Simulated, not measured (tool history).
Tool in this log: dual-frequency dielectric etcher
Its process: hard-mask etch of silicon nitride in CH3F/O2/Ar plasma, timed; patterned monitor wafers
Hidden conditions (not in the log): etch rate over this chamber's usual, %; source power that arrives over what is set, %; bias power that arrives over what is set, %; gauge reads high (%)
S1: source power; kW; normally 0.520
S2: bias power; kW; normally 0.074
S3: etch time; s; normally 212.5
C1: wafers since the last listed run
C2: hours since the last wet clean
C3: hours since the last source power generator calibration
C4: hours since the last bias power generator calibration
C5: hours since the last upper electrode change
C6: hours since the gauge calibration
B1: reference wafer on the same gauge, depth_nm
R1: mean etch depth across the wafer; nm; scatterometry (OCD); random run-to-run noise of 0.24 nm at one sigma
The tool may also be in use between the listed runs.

run	hour	S1	S2	S3	C1	C2	C3	C4	C5	C6	B1	R1
1	0.0	0.520	0.074	212.5	0	146.9	1447.1	3019.7	4703.3	141.0	136.0	160.8
2	17.0	0.520	0.074	212.5	62	163.9	1464.1	3036.7	4720.3	158.0	136.0	160.8
3	25.1	0.520	0.074	212.5	29	172.0	1472.2	3044.8	4728.4	166.1	136.0	160.9
4	32.7	0.520	0.065	212.5	27	179.6	1479.8	3052.4	4736.0	173.7	136.1	152.2
5	39.3	0.520	0.074	236.5	24	186.2	1486.4	3059.0	4742.6	180.3	136.0	178.6
6	50.6	0.520	0.074	236.5	41	197.5	1497.7	3070.3	4753.9	191.6	136.0	179.0
7	91.6	0.520	0.074	212.5	150	238.5	1538.7	3111.3	4794.9	232.6	136.1	160.9
8	102.1	0.520	0.074	212.5	38	249.0	1549.2	3121.8	4805.4	243.1	135.9	160.5
9	152.3	0.520	0.074	212.5	184	299.2	1599.4	3172.0	4855.6	293.3	136.1	160.3
10	164.7	0.520	0.074	212.5	45	311.6	1611.8	3184.4	4868.0	305.7	136.0	159.8
11	174.8	0.520	0.074	212.5	37	321.7	1621.9	3194.5	4878.1	315.8	135.9	160.4
# hour 180.1: bias power generator calibrated
12	190.7	0.520	0.074	165.5	43	337.6	1637.8	10.6	4894.0	331.7	136.0	124.7
# hour 230.6: upper electrode replaced
13	231.1	0.520	0.074	165.5	60	378.0	1678.2	51.0	0.5	372.1	136.0	124.2
14	231.5	0.520	0.074	169.0	1	378.4	1678.6	51.4	0.9	372.5	136.0	127.0
# hour 255.5: wet clean of the chamber
15	256.0	0.520	0.074	212.5	1	0.5	1703.1	75.9	25.4	397.0	136.0	161.8
# hour 256.3: gauge calibrated
16	256.4	0.520	0.074	156.0	1	0.9	1703.5	76.3	25.8	0.1	136.0	118.5
17	256.8	0.580	0.061	230.0	1	1.3	1703.9	76.7	26.2	0.5	135.9	165.4
18	262.1	0.520	0.074	212.5	19	6.6	1709.2	82.0	31.5	5.8	135.9	161.5
19	271.1	0.620	0.074	160.5	33	15.6	1718.2	91.0	40.5	14.8	136.0	126.9
# hour 286.7: source power generator calibrated
20	288.0	0.520	0.074	212.5	47	32.5	1.3	107.9	57.4	31.7	136.1	161.2
21	301.2	0.580	0.089	156.5	48	45.7	14.5	121.1	70.6	44.9	136.0	131.5
22	318.3	0.520	0.068	263.5	62	62.8	31.6	138.2	87.7	62.0	136.0	192.7
23	333.3	0.460	0.066	212.5	55	77.8	46.6	153.2	102.7	77.0	136.0	150.0
24	343.9	0.630	0.074	212.5	38	88.4	57.2	163.8	113.3	87.6	136.1	168.3
25	392.2	0.630	0.074	212.5	177	136.7	105.5	212.1	161.6	135.9	136.0	167.3
26	405.1	0.520	0.085	241.5	47	149.6	118.4	225.0	174.5	148.8	136.0	193.3
27	421.2	0.460	0.063	251.5	59	165.7	134.5	241.1	190.6	164.9	136.0	173.3

Each row is a separate what-if for the run after 27, all from the same tool condition, not one after another. Results?
A	421.7	0.520	0.074	171.0	1	166.2	135.0	241.6	191.1	165.4	?	?
B	421.7	0.520	0.074	249.0	1	166.2	135.0	241.6	191.1	165.4	?	?
C	421.7	0.570	0.079	258.5	1	166.2	135.0	241.6	191.1	165.4	?	?

run	B1	R1
A	136.1	129.0
B	136.1	187.9
C	136.1	204.4
Had the tool no hidden state, the same runs would have come out as:
run	R1
A	129.4
B	188.4
C	205.0
